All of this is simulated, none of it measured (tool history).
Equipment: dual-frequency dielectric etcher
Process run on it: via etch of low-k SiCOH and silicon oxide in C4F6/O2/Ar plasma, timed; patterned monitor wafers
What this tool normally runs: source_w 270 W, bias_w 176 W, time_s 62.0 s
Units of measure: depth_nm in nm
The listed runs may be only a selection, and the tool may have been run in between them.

run   hour  source_w  bias_w  time_s  wafers since the last listed run  hours since the last wet clean  hours since the last source power generator calibration  hours since the last bias power generator calibration  hours since the last upper electrode change  hours since the gauge calibration  read-back reference wafer on the same gauge, depth_nm  depth_nm
  1    0.0       270     176    62.0                                 0                           165.0                                                     65.8                                                   74.5                                       5089.0                              202.1                                                  139.0     141.5
  2   10.4       270     176    62.0                               108                           175.4                                                     76.2                                                   84.9                                       5099.4                              212.5                                                  138.9     140.8
  3   24.8       270     176    62.0                               149                           189.8                                                     90.6                                                   99.3                                       5113.8                              226.9                                                  139.0     140.8
  4   33.2       270     176    62.0                                87                           198.2                                                     99.0                                                  107.7                                       5122.2                              235.3                                                  139.0     140.5
  5   50.7       270     176    62.0                               182                           215.7                                                    116.5                                                  125.2                                       5139.7                              252.8                                                  138.9     140.4
  6   59.7       270     176    62.0                                93                           224.7                                                    125.5                                                  134.2                                       5148.7                              261.8                                                  139.0     140.9
  7   70.5       270     204    62.0                               112                           235.5                                                    136.3                                                  145.0                                       5159.5                              272.6                                                  138.9     146.5
  8   87.9       200     176    62.0                               180                           252.9                                                    153.7                                                  162.4                                       5176.9                              290.0                                                  139.1     126.8
  9   95.8       330     201    67.5                                82                           260.8                                                    161.6                                                  170.3                                       5184.8                              297.9                                                  139.0     169.8
 10  102.2       270     176    62.0                                66                           267.2                                                    168.0                                                  176.7                                       5191.2                              304.3                                                  139.1     140.4
 11  112.4       270     214    62.0                               106                           277.4                                                    178.2                                                  186.9                                       5201.4                              314.5                                                  139.0     147.9
 12  120.5       320     176    62.0                                84                           285.5                                                    186.3                                                  195.0                                       5209.5                              322.6                                                  139.0     149.1
     174.5  -- upper electrode replaced
 13  175.0       240     176    77.0                               317                           340.0                                                    240.8                                                  249.5                                          0.5                              377.1                                                  139.1     166.8
 14  186.1       210     145    62.0                               115                           351.1                                                    251.9                                                  260.6                                         11.6                              388.2                                                  138.9     122.7
 15  192.9       270     161    62.0                                70                           357.9                                                    258.7                                                  267.4                                         18.4                              395.0                                                  139.1     136.9
     221.9  -- wet clean of the chamber
 16  222.4       230     176    75.0                                57                             0.5                                                    288.2                                                  296.9                                         47.9                              424.5                                                  139.0     161.9
 17  222.7       270     176    62.0                                 3                             0.8                                                    288.5                                                  297.2                                         48.2                              424.8                                                  139.0     141.3
     225.7  -- gauge calibrated
 18  226.3       220     133    62.0                                37                             4.4                                                    292.1                                                  300.8                                         51.8                                0.6                                                  138.9     123.4
 19  236.2       270     176    62.0                               102                            14.3                                                    302.0                                                  310.7                                         61.7                               10.5                                                  138.9     141.4
 20  253.1       270     145    72.0                               175                            31.2                                                    318.9                                                  327.6                                         78.6                               27.4                                                  139.0     156.3
 21  267.4       270     205    62.0                               148                            45.5                                                    333.2                                                  341.9                                         92.9                               41.7                                                  139.0     146.9
 22  283.9       270     176    62.0                               171                            62.0                                                    349.7                                                  358.4                                        109.4                               58.2                                                  139.0     141.2
 23  296.8       270     176    62.0                               134                            74.9                                                    362.6                                                  371.3                                        122.3                               71.1                                                  139.0     141.1
 24  304.8       270     201    69.0                                83                            82.9                                                    370.6                                                  379.3                                        130.3                               79.1                                                  139.0     162.5
 25  314.4       270     176    62.0                                99                            92.5                                                    380.2                                                  388.9                                        139.9                               88.7                                                  139.0     141.1
 26  326.9       270     176    62.0                               130                           105.0                                                    392.7                                                  401.4                                        152.4                              101.2                                                  139.0     140.6
 27  333.0       230     148    62.0                                63                           111.1                                                    398.8                                                  407.5                                        158.5                              107.3                                                  139.0     127.7
 28  343.8       320     149    76.5                               112                           121.9                                                    409.6                                                  418.3                                        169.3                              118.1                                                  139.1     177.0
 29  351.1       270     176    77.5                                75                           129.2                                                    416.9                                                  425.6                                        176.6                              125.4                                                  139.0     175.8
 30  362.3       270     204    62.0                               116                           140.4                                                    428.1                                                  436.8                                        187.8                              136.6                                                  139.0     146.2

Branching from run 30: 4 alternative next runs. What would each branch give?
  A  362.7       270     200    62.0                                 4                           140.8                                                    428.5                                                  437.2                                        188.2                              137.0                                                      ?         ?
  B  362.7       320     201    62.0                                 4                           140.8                                                    428.5                                                  437.2                                        188.2                              137.0                                                      ?         ?
  C  362.7       330     176    75.5                                 4                           140.8                                                    428.5                                                  437.2                                        188.2                              137.0                                                      ?         ?
  D  362.7       270     197    62.0                                 4                           140.8                                                    428.5                                                  437.2                                        188.2                              137.0                                                      ?         ?

run  read-back reference wafer on the same gauge, depth_nm  depth_nm
  A                                                  139.0     145.5
  B                                                  139.0     154.6
  C                                                  139.0     183.9
  D                                                  139.0     144.9
With the hidden condition removed and each run's random variation left untouched, the same runs would have given:
run  depth_nm
  A     146.3
  B     155.4
  C     184.8
  D     145.7
